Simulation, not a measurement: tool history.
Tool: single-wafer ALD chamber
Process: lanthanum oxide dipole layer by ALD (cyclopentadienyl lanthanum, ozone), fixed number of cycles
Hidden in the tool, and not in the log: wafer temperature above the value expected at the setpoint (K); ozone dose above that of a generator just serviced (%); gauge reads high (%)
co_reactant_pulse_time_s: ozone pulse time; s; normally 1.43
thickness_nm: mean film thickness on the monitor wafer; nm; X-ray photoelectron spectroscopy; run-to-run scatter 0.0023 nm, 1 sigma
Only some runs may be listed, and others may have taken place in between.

| run | hour | co_reactant_pulse_time_s | wafers since the last listed run | hours since the last thermocouple change | hours since the last ozone generator service | hours since the showerhead was replaced | hours since the gauge calibration | read-back reference wafer on the same gauge, thickness_nm | thickness_nm |
|---|---|---|---|---|---|---|---|---|---|
| 1 | 0 | 1.43 | 0 | 1029.5 | 508.3 | 5604.6 | 23 | 0.599 | 0.47 |
| 2 | 6.2 | 1.43 | 72 | 1035.7 | 514.5 | 5610.8 | 29.2 | 0.599 | 0.471 |
| 3 | 20.9 | 1.73 | 172 | 1050.4 | 529.2 | 5625.5 | 43.9 | 0.598 | 0.493 |
| 4 | 34.9 | 1.73 | 164 | 1064.4 | 543.2 | 5639.5 | 57.9 | 0.598 | 0.5 |
| 5 | 41.3 | 1.73 | 74 | 1070.8 | 549.6 | 5645.9 | 64.3 | 0.599 | 0.495 |
| 6 | 50.9 | 1.8 | 112 | 1080.4 | 559.2 | 5655.5 | 73.9 | 0.599 | 0.5 |
| 7 | 66 | 1.43 | 176 | 1095.5 | 574.3 | 5670.6 | 89 | 0.598 | 0.466 |
|  | 75.2 | showerhead replaced |
| 8 | 77.6 | 1.43 | 42 | 1107.1 | 585.9 | 2.4 | 100.6 | 0.599 | 0.47 |
|  | 88.9 | gauge calibrated |
| 9 | 90.9 | 1.43 | 155 | 1120.4 | 599.2 | 15.7 | 2 | 0.598 | 0.467 |
| 10 | 97.7 | 0.92 | 79 | 1127.2 | 606 | 22.5 | 8.8 | 0.598 | 0.389 |
|  | 108.9 | thermocouple changed; heater temperature recalibrated |
| 11 | 109.4 | 1.7 | 43 | 0.5 | 617.7 | 34.2 | 20.5 | 0.597 | 0.491 |
| 12 | 123.7 | 1.95 | 167 | 14.8 | 632 | 48.5 | 34.8 | 0.597 | 0.508 |
|  | 132.1 | ozone generator serviced |
| 13 | 136.9 | 1.85 | 60 | 28 | 4.8 | 61.7 | 48 | 0.599 | 0.541 |
| 14 | 149.6 | 1.02 | 148 | 40.7 | 17.5 | 74.4 | 60.7 | 0.598 | 0.479 |
| 15 | 162 | 0.97 | 145 | 53.1 | 29.9 | 86.8 | 73.1 | 0.598 | 0.468 |
| 16 | 172.6 | 1.7 | 124 | 63.7 | 40.5 | 97.4 | 83.7 | 0.598 | 0.524 |
| 17 | 179.1 | 1.96 | 76 | 70.2 | 47 | 103.9 | 90.2 | 0.599 | 0.537 |
| 18 | 189 | 1.15 | 116 | 80.1 | 56.9 | 113.8 | 100.1 | 0.598 | 0.482 |

Describe how what the log doesn't record of the tool's condition differs between the last listed run preceding each entry between runs and the first listed run following it.
Run 7 -> run 8: showerhead replaced (hour 75.2)
  ozone dose above that of a generator just serviced (%): -35.3 -> -35.4
  measured minus no-state result, thickness_nm: -0.051 -> -0.051 nm
Run 8 -> run 9: gauge calibrated (hour 88.9)
  ozone dose above that of a generator just serviced (%): -35.4 -> -35.5
  measured minus no-state result, thickness_nm: -0.051 -> -0.051 nm
Run 10 -> run 11: thermocouple changed; heater temperature recalibrated (hour 108.9)
  ozone dose above that of a generator just serviced (%): -35.5 -> -35.6
  measured minus no-state result, thickness_nm: -0.074 -> -0.04 nm
Run 12 -> run 13: ozone generator serviced (hour 132.1)
  ozone dose above that of a generator just serviced (%): -35.7 -> -1.13
  measured minus no-state result, thickness_nm: -0.032 -> +0 nm
